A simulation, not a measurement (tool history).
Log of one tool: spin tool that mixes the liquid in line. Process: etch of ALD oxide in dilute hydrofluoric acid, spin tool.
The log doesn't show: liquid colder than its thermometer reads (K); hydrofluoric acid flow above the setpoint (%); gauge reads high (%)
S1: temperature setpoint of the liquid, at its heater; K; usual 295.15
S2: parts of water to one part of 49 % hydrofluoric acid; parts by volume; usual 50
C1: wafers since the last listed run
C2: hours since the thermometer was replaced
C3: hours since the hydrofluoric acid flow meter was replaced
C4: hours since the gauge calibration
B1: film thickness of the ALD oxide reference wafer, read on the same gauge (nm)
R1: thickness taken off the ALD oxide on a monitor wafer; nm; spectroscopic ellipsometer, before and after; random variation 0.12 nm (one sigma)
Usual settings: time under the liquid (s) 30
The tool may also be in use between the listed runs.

{"run": 1, "hour": 0.0, "S1": 292.15, "S2": 70, "time under the liquid (s)": 30, "C1": 0, "C2": 1106.5, "C3": 283.5, "C4": 51.6, "B1": 60.0, "R1": 12.3}
{"run": 2, "hour": 17.5, "S1": 292.15, "S2": 70, "time under the liquid (s)": 30, "C1": 282, "C2": 1124.0, "C3": 301.0, "C4": 69.1, "B1": 60.03, "R1": 12.29}
{"run": 3, "hour": 40.3, "S1": 292.15, "S2": 70, "time under the liquid (s)": 30, "C1": 367, "C2": 1146.8, "C3": 323.8, "C4": 91.9, "B1": 60.02, "R1": 12.43}
{"run": 4, "hour": 72.1, "S1": 295.15, "S2": 50, "time under the liquid (s)": 30, "C1": 512, "C2": 1178.6, "C3": 355.6, "C4": 123.7, "B1": 60.0, "R1": 20.01}
{"run": 5, "hour": 98.3, "S1": 295.15, "S2": 50, "time under the liquid (s)": 30, "C1": 422, "C2": 1204.8, "C3": 381.8, "C4": 149.9, "B1": 60.01, "R1": 20.24}
{"run": 6, "hour": 122.0, "S1": 295.15, "S2": 50, "time under the liquid (s)": 30, "C1": 381, "C2": 1228.5, "C3": 405.5, "C4": 173.6, "B1": 60.0, "R1": 20.11}
{"run": 7, "hour": 141.7, "S1": 295.15, "S2": 40, "time under the liquid (s)": 30, "C1": 317, "C2": 1248.2, "C3": 425.2, "C4": 193.3, "B1": 60.03, "R1": 25.61}
{"run": 8, "hour": 165.9, "S1": 295.15, "S2": 40, "time under the liquid (s)": 30, "C1": 390, "C2": 1272.4, "C3": 449.4, "C4": 217.5, "B1": 59.98, "R1": 25.47}
{"run": 9, "hour": 182.9, "S1": 295.15, "S2": 50, "time under the liquid (s)": 30, "C1": 274, "C2": 1289.4, "C3": 466.4, "C4": 234.5, "B1": 59.95, "R1": 20.26}
{"hour": 188.6, "done": "hydrofluoric acid flow meter replaced"}
{"run": 10, "hour": 243.4, "S1": 295.15, "S2": 50, "time under the liquid (s)": 30, "C1": 959, "C2": 1349.9, "C3": 54.8, "C4": 295.0, "B1": 60.0, "R1": 19.69}
{"hour": 249.8, "done": "thermometer replaced"}
{"run": 11, "hour": 273.0, "S1": 295.15, "S2": 50, "time under the liquid (s)": 30, "C1": 460, "C2": 23.2, "C3": 84.4, "C4": 324.6, "B1": 60.01, "R1": 19.82}
{"hour": 288.6, "done": "gauge calibrated"}
{"run": 12, "hour": 301.8, "S1": 291.65, "S2": 50, "time under the liquid (s)": 30, "C1": 464, "C2": 52.0, "C3": 113.2, "C4": 13.2, "B1": 60.0, "R1": 17.16}
{"run": 13, "hour": 319.6, "S1": 295.15, "S2": 40, "time under the liquid (s)": 30, "C1": 286, "C2": 69.8, "C3": 131.0, "C4": 31.0, "B1": 60.01, "R1": 25.38}
{"run": 14, "hour": 342.5, "S1": 295.15, "S2": 50, "time under the liquid (s)": 30, "C1": 369, "C2": 92.7, "C3": 153.9, "C4": 53.9, "B1": 59.95, "R1": 20.05}
{"run": 15, "hour": 364.9, "S1": 298.65, "S2": 45, "time under the liquid (s)": 15, "C1": 361, "C2": 115.1, "C3": 176.3, "C4": 76.3, "B1": 60.03, "R1": 12.93}
{"run": 16, "hour": 381.5, "S1": 293.65, "S2": 40, "time under the liquid (s)": 20, "C1": 267, "C2": 131.7, "C3": 192.9, "C4": 92.9, "B1": 59.99, "R1": 15.79}
{"run": 17, "hour": 400.5, "S1": 295.15, "S2": 50, "time under the liquid (s)": 20, "C1": 306, "C2": 150.7, "C3": 211.9, "C4": 111.9, "B1": 60.01, "R1": 13.34}
{"run": 18, "hour": 445.3, "S1": 295.15, "S2": 70, "time under the liquid (s)": 20, "C1": 722, "C2": 195.5, "C3": 256.7, "C4": 156.7, "B1": 60.0, "R1": 9.32}
{"run": 19, "hour": 471.6, "S1": 298.65, "S2": 70, "time under the liquid (s)": 25, "C1": 423, "C2": 221.8, "C3": 283.0, "C4": 183.0, "B1": 60.01, "R1": 13.31}
{"run": 20, "hour": 485.4, "S1": 292.65, "S2": 75, "time under the liquid (s)": 30, "C1": 222, "C2": 235.6, "C3": 296.8, "C4": 196.8, "B1": 59.98, "R1": 11.67}
{"run": 21, "hour": 516.0, "S1": 291.15, "S2": 70, "time under the liquid (s)": 30, "C1": 493, "C2": 266.2, "C3": 327.4, "C4": 227.4, "B1": 60.02, "R1": 12.0}
{"run": 22, "hour": 548.3, "S1": 298.65, "S2": 45, "time under the liquid (s)": 15, "C1": 520, "C2": 298.5, "C3": 359.7, "C4": 259.7, "B1": 60.0, "R1": 12.97}
{"run": 23, "hour": 566.9, "S1": 298.65, "S2": 45, "time under the liquid (s)": 15, "C1": 299, "C2": 317.1, "C3": 378.3, "C4": 278.3, "B1": 59.99, "R1": 13.06}

4 ways to go on from here, each from the tool as it stands after run 23. What would each give?
{"run": "A", "hour": 567.3, "S1": 300.15, "S2": 50, "time under the liquid (s)": 30, "C1": 6, "C2": 317.5, "C3": 378.7, "C4": 278.7, "B1": "?", "R1": "?"}
{"run": "B", "hour": 567.3, "S1": 299.15, "S2": 50, "time under the liquid (s)": 30, "C1": 6, "C2": 317.5, "C3": 378.7, "C4": 278.7, "B1": "?", "R1": "?"}
{"run": "C", "hour": 567.3, "S1": 293.15, "S2": 65, "time under the liquid (s)": 50, "C1": 6, "C2": 317.5, "C3": 378.7, "C4": 278.7, "B1": "?", "R1": "?"}
{"run": "D", "hour": 567.3, "S1": 296.65, "S2": 50, "time under the liquid (s)": 30, "C1": 6, "C2": 317.5, "C3": 378.7, "C4": 278.7, "B1": "?", "R1": "?"}

run=A B1=59.99 R1=24.74
run=B B1=59.99 R1=23.76
run=C B1=59.99 R1=23.34
run=D B1=59.99 R1=21.45
Without the tool's hidden state the same runs would have given:
run=A R1=24.21
run=B R1=23.25
run=C R1=22.83
run=D R1=20.99
